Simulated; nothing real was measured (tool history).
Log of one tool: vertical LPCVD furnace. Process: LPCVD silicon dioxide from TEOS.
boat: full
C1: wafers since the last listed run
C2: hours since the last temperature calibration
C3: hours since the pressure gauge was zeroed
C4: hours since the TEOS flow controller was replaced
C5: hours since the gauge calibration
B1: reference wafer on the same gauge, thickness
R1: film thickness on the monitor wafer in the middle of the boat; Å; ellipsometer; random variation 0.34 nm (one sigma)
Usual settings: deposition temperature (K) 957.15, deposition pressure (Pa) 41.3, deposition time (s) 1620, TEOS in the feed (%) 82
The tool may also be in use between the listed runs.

run 1 hour=0 | deposition_temperature_(K)=957.15 deposition_pressure_(Pa)=41.3 deposition_time_(s)=1620 TEOS_in_the_feed_(%)=82 | C1=0 C2=1222.7 C3=1202.2 C4=0.5 C5=3247.7 | B1=169.87 | R1=1437
run 2 hour=60.6 | deposition_temperature_(K)=957.15 deposition_pressure_(Pa)=41.3 deposition_time_(s)=1620 TEOS_in_the_feed_(%)=82 | C1=980 C2=1283.3 C3=1262.8 C4=61.1 C5=3308.3 | B1=170.07 | R1=1439.6
run 3 hour=133 | deposition_temperature_(K)=948.15 deposition_pressure_(Pa)=41.3 deposition_time_(s)=1350 TEOS_in_the_feed_(%)=82 | C1=1171 C2=1355.7 C3=1335.2 C4=133.5 C5=3380.7 | B1=169.98 | R1=963.6
run 4 hour=187.3 | deposition_temperature_(K)=948.15 deposition_pressure_(Pa)=41.3 deposition_time_(s)=1350 TEOS_in_the_feed_(%)=82 | C1=878 C2=1410 C3=1389.5 C4=187.8 C5=3435 | B1=170.01 | R1=965.9
run 5 hour=224.9 | deposition_temperature_(K)=948.15 deposition_pressure_(Pa)=41.3 deposition_time_(s)=1350 TEOS_in_the_feed_(%)=82 | C1=608 C2=1447.6 C3=1427.1 C4=225.4 C5=3472.6 | B1=169.91 | R1=963.2
run 6 hour=282.7 | deposition_temperature_(K)=957.15 deposition_pressure_(Pa)=36.7 deposition_time_(s)=1620 TEOS_in_the_feed_(%)=82 | C1=934 C2=1505.4 C3=1484.9 C4=283.2 C5=3530.4 | B1=170.04 | R1=1357.9
-- hour=311.9 gauge calibrated
run 7 hour=360.6 | deposition_temperature_(K)=957.15 deposition_pressure_(Pa)=36.7 deposition_time_(s)=1620 TEOS_in_the_feed_(%)=82 | C1=1260 C2=1583.3 C3=1562.8 C4=361.1 C5=48.7 | B1=169.94 | R1=1353.4
run 8 hour=435 | deposition_temperature_(K)=957.15 deposition_pressure_(Pa)=36.7 deposition_time_(s)=1620 TEOS_in_the_feed_(%)=82 | C1=1203 C2=1657.7 C3=1637.2 C4=435.5 C5=123.1 | B1=169.98 | R1=1353.7
run 9 hour=524.7 | deposition_temperature_(K)=957.15 deposition_pressure_(Pa)=41.3 deposition_time_(s)=1620 TEOS_in_the_feed_(%)=82 | C1=1450 C2=1747.4 C3=1726.9 C4=525.2 C5=212.8 | B1=170.03 | R1=1439.6
run 10 hour=605.7 | deposition_temperature_(K)=950.15 deposition_pressure_(Pa)=41.3 deposition_time_(s)=1620 TEOS_in_the_feed_(%)=82 | C1=1310 C2=1828.4 C3=1807.9 C4=606.2 C5=293.8 | B1=170.01 | R1=1219.2
-- hour=683.8 pressure gauge zeroed
run 11 hour=684.3 | deposition_temperature_(K)=957.15 deposition_pressure_(Pa)=41.3 deposition_time_(s)=1620 TEOS_in_the_feed_(%)=82 | C1=883 C2=1907 C3=0.5 C4=684.8 C5=372.4 | B1=169.99 | R1=1482.4
run 12 hour=728.1 | deposition_temperature_(K)=957.15 deposition_pressure_(Pa)=46.7 deposition_time_(s)=1440 TEOS_in_the_feed_(%)=82 | C1=708 C2=1950.8 C3=44.3 C4=728.6 C5=416.2 | B1=170.06 | R1=1400.3
run 13 hour=798.7 | deposition_temperature_(K)=945.15 deposition_pressure_(Pa)=41.3 deposition_time_(s)=1620 TEOS_in_the_feed_(%)=82 | C1=1141 C2=2021.4 C3=114.9 C4=799.2 C5=486.8 | B1=170.05 | R1=1101.1
-- hour=875.6 thermocouples replaced and temperature profile calibrated
run 14 hour=876.2 | deposition_temperature_(K)=957.15 deposition_pressure_(Pa)=41.3 deposition_time_(s)=2010 TEOS_in_the_feed_(%)=97 | C1=865 C2=0.6 C3=192.4 C4=876.7 C5=564.3 | B1=169.99 | R1=1966.2
run 15 hour=933.1 | deposition_temperature_(K)=965.15 deposition_pressure_(Pa)=36 deposition_time_(s)=1620 TEOS_in_the_feed_(%)=82 | C1=920 C2=57.5 C3=249.3 C4=933.6 C5=621.2 | B1=169.95 | R1=1644.7
run 16 hour=981.7 | deposition_temperature_(K)=949.15 deposition_pressure_(Pa)=41.3 deposition_time_(s)=1620 TEOS_in_the_feed_(%)=69 | C1=786 C2=106.1 C3=297.9 C4=982.2 C5=669.8 | B1=169.96 | R1=1099.2
run 17 hour=1056 | deposition_temperature_(K)=950.15 deposition_pressure_(Pa)=46 deposition_time_(s)=1620 TEOS_in_the_feed_(%)=82 | C1=1201 C2=180.4 C3=372.2 C4=1056.5 C5=744.1 | B1=170.05 | R1=1298.2
run 18 hour=1119.1 | deposition_temperature_(K)=957.15 deposition_pressure_(Pa)=36.7 deposition_time_(s)=1620 TEOS_in_the_feed_(%)=82 | C1=1020 C2=243.5 C3=435.3 C4=1119.6 C5=807.2 | B1=169.93 | R1=1365
run 19 hour=1156 | deposition_temperature_(K)=957.15 deposition_pressure_(Pa)=41.3 deposition_time_(s)=2010 TEOS_in_the_feed_(%)=82 | C1=596 C2=280.4 C3=472.2 C4=1156.5 C5=844.1 | B1=170.1 | R1=1797.6
run 20 hour=1212.2 | deposition_temperature_(K)=957.15 deposition_pressure_(Pa)=50 deposition_time_(s)=1620 TEOS_in_the_feed_(%)=69 | C1=909 C2=336.6 C3=528.4 C4=1212.7 C5=900.3 | B1=169.96 | R1=1463.6
run 21 hour=1303.4 | deposition_temperature_(K)=957.15 deposition_pressure_(Pa)=41.3 deposition_time_(s)=1620 TEOS_in_the_feed_(%)=82 | C1=1475 C2=427.8 C3=619.6 C4=1303.9 C5=991.5 | B1=169.98 | R1=1446.8
run 22 hour=1351 | deposition_temperature_(K)=948.15 deposition_pressure_(Pa)=41.3 deposition_time_(s)=1620 TEOS_in_the_feed_(%)=82 | C1=769 C2=475.4 C3=667.2 C4=1351.5 C5=1039.1 | B1=170.04 | R1=1162.4
run 23 hour=1415.8 | deposition_temperature_(K)=960.15 deposition_pressure_(Pa)=34 deposition_time_(s)=1980 TEOS_in_the_feed_(%)=82 | C1=1048 C2=540.2 C3=732 C4=1416.3 C5=1103.9 | B1=170.08 | R1=1720.1
run 24 hour=1486 | deposition_temperature_(K)=957.15 deposition_pressure_(Pa)=31.3 deposition_time_(s)=1620 TEOS_in_the_feed_(%)=82 | C1=1135 C2=610.4 C3=802.2 C4=1486.5 C5=1174.1 | B1=170.06 | R1=1248.6
run 25 hour=1534.2 | deposition_temperature_(K)=960.15 deposition_pressure_(Pa)=50 deposition_time_(s)=2070 TEOS_in_the_feed_(%)=75 | C1=779 C2=658.6 C3=850.4 C4=1534.7 C5=1222.3 | B1=170.06 | R1=2099.4
run 26 hour=1618 | deposition_temperature_(K)=957.15 deposition_pressure_(Pa)=41.3 deposition_time_(s)=1110 TEOS_in_the_feed_(%)=82 | C1=1355 C2=742.4 C3=934.2 C4=1618.5 C5=1306.1 | B1=170.05 | R1=991.5
run 27 hour=1696.4 | deposition_temperature_(K)=964.15 deposition_pressure_(Pa)=41.3 deposition_time_(s)=1620 TEOS_in_the_feed_(%)=89 | C1=1268 C2=820.8 C3=1012.6 C4=1696.9 C5=1384.5 | B1=170.01 | R1=1779.6
run 28 hour=1795.4 | deposition_temperature_(K)=957.15 deposition_pressure_(Pa)=41.3 deposition_time_(s)=1620 TEOS_in_the_feed_(%)=95 | C1=1601 C2=919.8 C3=1111.6 C4=1795.9 C5=1483.5 | B1=169.95 | R1=1548.7
run 29 hour=1893 | deposition_temperature_(K)=957.15 deposition_pressure_(Pa)=41.3 deposition_time_(s)=1620 TEOS_in_the_feed_(%)=82 | C1=1578 C2=1017.4 C3=1209.2 C4=1893.5 C5=1581.1 | B1=169.99 | R1=1435.3
run 30 hour=1978.2 | deposition_temperature_(K)=965.15 deposition_pressure_(Pa)=36 deposition_time_(s)=1860 TEOS_in_the_feed_(%)=69 | C1=1378 C2=1102.6 C3=1294.4 C4=1978.7 C5=1666.3 | B1=170.06 | R1=1707.8
run 31 hour=2029.9 | deposition_temperature_(K)=957.15 deposition_pressure_(Pa)=41.3 deposition_time_(s)=1620 TEOS_in_the_feed_(%)=82 | C1=836 C2=1154.3 C3=1346.1 C4=2030.4 C5=1718 | B1=170 | R1=1445.4
run 32 hour=2074.9 | deposition_temperature_(K)=961.15 deposition_pressure_(Pa)=50.7 deposition_time_(s)=1170 TEOS_in_the_feed_(%)=82 | C1=727 C2=1199.3 C3=1391.1 C4=2075.4 C5=1763 | B1=170.02 | R1=1271.6

3 ways to go on from here, each from the tool as it stands after run 32. What would each give?
run A hour=2078.9 | deposition_temperature_(K)=957.15 deposition_pressure_(Pa)=41.3 deposition_time_(s)=1620 TEOS_in_the_feed_(%)=82 | C1=64 C2=1203.3 C3=1395.1 C4=2079.4 C5=1767 | B1=? | R1=?
run B hour=2078.9 | deposition_temperature_(K)=961.15 deposition_pressure_(Pa)=41.3 deposition_time_(s)=1620 TEOS_in_the_feed_(%)=82 | C1=64 C2=1203.3 C3=1395.1 C4=2079.4 C5=1767 | B1=? | R1=?
run C hour=2078.9 | deposition_temperature_(K)=957.15 deposition_pressure_(Pa)=35.3 deposition_time_(s)=1620 TEOS_in_the_feed_(%)=93 | C1=64 C2=1203.3 C3=1395.1 C4=2079.4 C5=1767 | B1=? | R1=?

run=A B1=169.92 R1=1442.4
run=B B1=169.92 R1=1587.3
run=C B1=169.92 R1=1415.3
Without the tool's hidden state the same runs would have given:
run=A R1=1466.7
run=B R1=1614.1
run=C R1=1444.1

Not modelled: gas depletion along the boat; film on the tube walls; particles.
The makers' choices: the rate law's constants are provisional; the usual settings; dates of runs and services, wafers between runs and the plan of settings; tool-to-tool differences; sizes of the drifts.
